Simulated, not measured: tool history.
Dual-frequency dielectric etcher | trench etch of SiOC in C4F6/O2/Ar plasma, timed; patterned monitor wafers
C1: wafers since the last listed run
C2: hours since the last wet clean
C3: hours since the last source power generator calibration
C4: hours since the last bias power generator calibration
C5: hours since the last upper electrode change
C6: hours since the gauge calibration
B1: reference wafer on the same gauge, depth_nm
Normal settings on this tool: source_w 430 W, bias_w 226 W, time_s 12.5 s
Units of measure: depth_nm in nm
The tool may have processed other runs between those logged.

run 1 hour=0.0 | source_w=430 bias_w=226 time_s=10.5 | C1=0 C2=455.7 C3=3760.1 C4=922.3 C5=3974.6 C6=462.4 | B1=27.51 | depth_nm=25.64
-- hour=7.6 wet clean of the chamber
run 2 hour=41.3 | source_w=430 bias_w=226 time_s=9.5 | C1=303 C2=33.7 C3=3801.4 C4=963.6 C5=4015.9 C6=503.7 | B1=27.47 | depth_nm=23.16
run 3 hour=102.3 | source_w=430 bias_w=258 time_s=15.5 | C1=548 C2=94.7 C3=3862.4 C4=1024.6 C5=4076.9 C6=564.7 | B1=27.51 | depth_nm=39.03
-- hour=166.7 gauge calibrated
run 4 hour=224.9 | source_w=430 bias_w=258 time_s=15.5 | C1=1102 C2=217.3 C3=3985.0 C4=1147.2 C5=4199.5 C6=58.2 | B1=27.48 | depth_nm=39.15
-- hour=442.6 wet clean of the chamber
run 5 hour=443.1 | source_w=430 bias_w=226 time_s=12.5 | C1=1746 C2=0.5 C3=4203.2 C4=1365.4 C5=4417.7 C6=276.4 | B1=27.54 | depth_nm=30.42
run 6 hour=496.9 | source_w=430 bias_w=226 time_s=12.5 | C1=483 C2=54.3 C3=4257.0 C4=1419.2 C5=4471.5 C6=330.2 | B1=27.53 | depth_nm=30.53
-- hour=542.1 upper electrode replaced, of another model than before
run 7 hour=552.7 | source_w=430 bias_w=207 time_s=12.5 | C1=285 C2=110.1 C3=4312.8 C4=1475.0 C5=10.6 C6=386.0 | B1=27.47 | depth_nm=30.07
run 8 hour=585.6 | source_w=430 bias_w=207 time_s=12.5 | C1=295 C2=143.0 C3=4345.7 C4=1507.9 C5=43.5 C6=418.9 | B1=27.45 | depth_nm=30.14
run 9 hour=610.4 | source_w=430 bias_w=226 time_s=12.5 | C1=223 C2=167.8 C3=4370.5 C4=1532.7 C5=68.3 C6=443.7 | B1=27.49 | depth_nm=30.45
run 10 hour=645.5 | source_w=430 bias_w=226 time_s=12.5 | C1=315 C2=202.9 C3=4405.6 C4=1567.8 C5=103.4 C6=478.8 | B1=27.50 | depth_nm=30.69
-- hour=673.5 bias power generator calibrated
run 11 hour=698.6 | source_w=360 bias_w=281 time_s=14.5 | C1=441 C2=256.0 C3=4458.7 C4=25.1 C5=156.5 C6=531.9 | B1=27.51 | depth_nm=33.21
-- hour=765.6 source power generator calibrated
run 12 hour=766.5 | source_w=430 bias_w=247 time_s=12.5 | C1=574 C2=323.9 C3=0.9 C4=93.0 C5=224.4 C6=599.8 | B1=27.52 | depth_nm=31.31
run 13 hour=810.4 | source_w=360 bias_w=281 time_s=14.5 | C1=394 C2=367.8 C3=44.8 C4=136.9 C5=268.3 C6=643.7 | B1=27.52 | depth_nm=33.22
-- hour=852.1 gauge calibrated
run 14 hour=871.0 | source_w=430 bias_w=226 time_s=12.5 | C1=544 C2=428.4 C3=105.4 C4=197.5 C5=328.9 C6=18.9 | B1=27.53 | depth_nm=30.71
-- hour=931.8 wet clean of the chamber
run 15 hour=932.3 | source_w=430 bias_w=226 time_s=15.0 | C1=335 C2=0.5 C3=166.7 C4=258.8 C5=390.2 C6=80.2 | B1=27.48 | depth_nm=36.83
run 16 hour=967.0 | source_w=430 bias_w=178 time_s=10.0 | C1=312 C2=35.2 C3=201.4 C4=293.5 C5=424.9 C6=114.9 | B1=27.50 | depth_nm=23.48
run 17 hour=1016.6 | source_w=510 bias_w=226 time_s=12.5 | C1=446 C2=84.8 C3=251.0 C4=343.1 C5=474.5 C6=164.5 | B1=27.49 | depth_nm=34.00
run 18 hour=1055.7 | source_w=430 bias_w=226 time_s=12.5 | C1=351 C2=123.9 C3=290.1 C4=382.2 C5=513.6 C6=203.6 | B1=27.51 | depth_nm=30.64
run 19 hour=1110.1 | source_w=430 bias_w=226 time_s=12.5 | C1=489 C2=178.3 C3=344.5 C4=436.6 C5=568.0 C6=258.0 | B1=27.52 | depth_nm=30.54
run 20 hour=1143.2 | source_w=430 bias_w=226 time_s=9.0 | C1=297 C2=211.4 C3=377.6 C4=469.7 C5=601.1 C6=291.1 | B1=27.51 | depth_nm=22.07
run 21 hour=1168.6 | source_w=360 bias_w=226 time_s=12.5 | C1=228 C2=236.8 C3=403.0 C4=495.1 C5=626.5 C6=316.5 | B1=27.48 | depth_nm=27.20

Forecast each of these 4 alternatives for the next run:
run A hour=1169.0 | source_w=430 bias_w=226 time_s=12.5 | C1=3 C2=237.2 C3=403.4 C4=495.5 C5=626.9 C6=316.9 | B1=? | depth_nm=?
run B hour=1169.0 | source_w=430 bias_w=200 time_s=9.0 | C1=3 C2=237.2 C3=403.4 C4=495.5 C5=626.9 C6=316.9 | B1=? | depth_nm=?
run C hour=1169.0 | source_w=340 bias_w=242 time_s=9.0 | C1=3 C2=237.2 C3=403.4 C4=495.5 C5=626.9 C6=316.9 | B1=? | depth_nm=?
run D hour=1169.0 | source_w=350 bias_w=226 time_s=14.0 | C1=3 C2=237.2 C3=403.4 C4=495.5 C5=626.9 C6=316.9 | B1=? | depth_nm=?

run=A B1=27.50 depth_nm=30.44
run=B B1=27.50 depth_nm=21.46
run=C B1=27.50 depth_nm=19.00
run=D B1=27.50 depth_nm=29.79
The same runs, with their run-to-run variation unchanged, on a tool lacking any hidden condition would have given:
run=A depth_nm=30.63
run=B depth_nm=21.59
run=C depth_nm=19.12
run=D depth_nm=29.97

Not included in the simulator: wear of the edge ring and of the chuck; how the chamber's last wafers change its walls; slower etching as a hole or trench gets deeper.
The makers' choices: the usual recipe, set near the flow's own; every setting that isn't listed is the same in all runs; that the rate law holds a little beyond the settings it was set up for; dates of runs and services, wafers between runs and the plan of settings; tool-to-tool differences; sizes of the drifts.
